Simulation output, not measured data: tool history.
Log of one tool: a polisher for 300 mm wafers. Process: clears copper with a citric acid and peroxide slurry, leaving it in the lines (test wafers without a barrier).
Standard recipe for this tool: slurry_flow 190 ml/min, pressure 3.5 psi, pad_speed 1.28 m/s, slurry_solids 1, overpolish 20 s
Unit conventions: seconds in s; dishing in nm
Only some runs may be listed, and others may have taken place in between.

run	day	slurry_flow	pressure	pad_speed	slurry_solids	overpolish	wafers since the last listed run	wafers polished on this pad	hours since the slurry nozzle was cleaned	hours since the head pressure was calibrated	hours since the slurry blender was calibrated	incoming thickness of the incoming film, nm	seconds	dishing
1	0	190	2.9	1.28	1	20	0	1099	108.9	629	164.4	423.7	147.2	40.2
2	2.471	190	3.5	1.28	1	20	676	1775	168.2	688.3	223.7	431.8	132	44.2
# day 4.508: slurry blender recalibrated
# day 5.129: worn pad replaced by a new one
3	6.429	190	3.5	1.28	1	20	1015	356	263.2	783.3	46.1	429.3	127.5	46.9
4	10.842	190	3.5	1.28	1	20	1207	1563	369.1	889.2	152	428.2	131.6	44.7
5	12.596	190	3.5	1.28	1	20	480	2044	411.2	931.3	194.1	421.2	131.7	42.5
# day 14.271: worn pad replaced by a new one
6	15.433	190	3.5	1.28	1.2	20	731	318	479.3	999.4	262.2	425.7	121.1	47.3
# day 16.388: slurry blender recalibrated
# day 17.362: slurry nozzle cleaned
7	17.7	190	3.5	1.28	1	28	586	904	8.1	1053.8	31.5	426.9	126.4	61.1
8	20.683	190	3.8	1.28	1	20	816	1721	79.7	1125.4	103.1	430	124.8	45.2
9	22.812	190	3.8	1.28	1	20	582	2304	130.8	1176.5	154.2	424.8	129.1	45.3
# day 24.858: worn pad replaced by a new one
10	25.104	220	3.2	1.28	0.75	20	581	67	185.8	1231.5	209.2	431.7	136.4	42.3
# day 27.25: slurry blender recalibrated
11	29.312	190	3.5	1.12	1.15	20	1129	1196	286.8	1332.5	49.5	425.5	140.1	43.3
# day 30.892: head pressure recalibrated
12	31.317	220	3.2	1.28	0.75	20	525	1722	334.9	10.2	97.6	419.8	152.9	38.6
13	34.417	190	2.4	1.28	1	14	848	2570	409.3	84.6	172	423.6	187.2	21.7
# day 34.712: worn pad replaced by a new one
# day 37.062: slurry blender recalibrated
# day 37.242: slurry nozzle cleaned
14	37.762	250	3.5	1.28	1.15	13	835	800	12.5	164.9	16.8	425.7	127.8	31
15	41.246	190	3.5	1.28	1	28	953	1753	96.1	248.5	100.4	431.9	138.1	57.4
# day 46.017: worn pad replaced by a new one
# day 47.483: slurry blender recalibrated
16	48.279	235	3.5	1.28	1	20	1856	596	264.9	417.3	19.1	425.6	128.8	44.3
17	51.858	190	4.6	1.28	0.85	20	979	1575	350.8	503.2	105	419.2	111.2	52.6

Predict each of these 3 candidate next runs independently; none follows another, all start after run 17:
A	51.879	190	3.5	1.28	1	20	5	1581	351.3	503.7	105.5	431	?	?
B	51.879	190	3.5	0.88	0.9	20	5	1581	351.3	503.7	105.5	431	?	?
C	51.879	235	4.4	1.08	1	14	5	1581	351.3	503.7	105.5	431	?	?

run	seconds	dishing
A	136	42.1
B	181.7	32.4
C	126.9	32.6
Had the tool no hidden state, the same runs would have come out as:
run	seconds	dishing
A	137.7	41.5
B	184	32
C	128.5	32.2
